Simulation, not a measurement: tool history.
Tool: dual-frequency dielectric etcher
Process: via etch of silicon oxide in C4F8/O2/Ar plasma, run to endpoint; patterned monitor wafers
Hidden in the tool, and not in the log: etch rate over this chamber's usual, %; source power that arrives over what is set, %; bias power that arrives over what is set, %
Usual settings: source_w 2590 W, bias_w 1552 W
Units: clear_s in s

run	hour	source_w	bias_w	wafers since the last listed run	hours since the last wet clean	hours since the last source power generator calibration	hours since the last bias power generator calibration	hours since the last upper electrode change	incoming incoming film thickness, nm	clear_s
1	0.0	2590	1552	0	196.9	3004.6	3852.0	2112.8	754.4	142.6
2	28.6	2100	1402	134	225.5	3033.2	3880.6	2141.4	761.3	164.0
3	44.7	2590	1552	75	241.6	3049.3	3896.7	2157.5	766.7	144.5
4	71.1	2590	1715	123	268.0	3075.7	3923.1	2183.9	760.5	136.6
5	101.2	2080	1552	141	298.1	3105.8	3953.2	2214.0	764.6	160.1
6	130.7	2590	1552	138	327.6	3135.3	3982.7	2243.5	766.6	143.6
7	144.3	2590	1552	63	341.2	3148.9	3996.3	2257.1	758.6	141.4
8	156.6	2450	1301	57	353.5	3161.2	4008.6	2269.4	756.9	154.2
# hour 187.9: wet clean of the chamber
9	188.4	2210	1552	36	0.5	3193.0	4040.4	2301.2	760.0	155.0
10	200.9	3000	1352	58	13.0	3205.5	4052.9	2313.7	757.5	142.8
# hour 214.0: source power generator calibrated
11	222.9	2590	1552	84	35.0	8.9	4074.9	2335.7	753.2	143.8
# hour 254.6: upper electrode replaced, of another model than before
12	255.1	2590	1552	38	67.2	41.1	4107.1	0.5	756.8	143.6
13	286.0	2840	1865	144	98.1	72.0	4138.0	31.4	766.2	129.4
# hour 294.0: bias power generator calibrated
14	306.3	2030	1247	76	118.4	92.3	12.3	51.7	753.7	173.5
15	333.7	2590	1552	128	145.8	119.7	39.7	79.1	760.8	144.8
16	364.3	2990	1722	143	176.4	150.3	70.3	109.7	758.2	132.3
17	395.6	2590	1350	146	207.7	181.6	101.6	141.0	763.0	154.5

The same runs without the tool's hidden state, with the same run-to-run variation:
run	clear_s
1	144.8
2	166.9
3	147.3
4	139.5
5	163.9
6	147.3
7	145.2
8	158.5
9	155.2
10	143.1
11	144.3
12	144.5
13	130.5
14	175.2
15	146.6
16	134.3
17	157.1
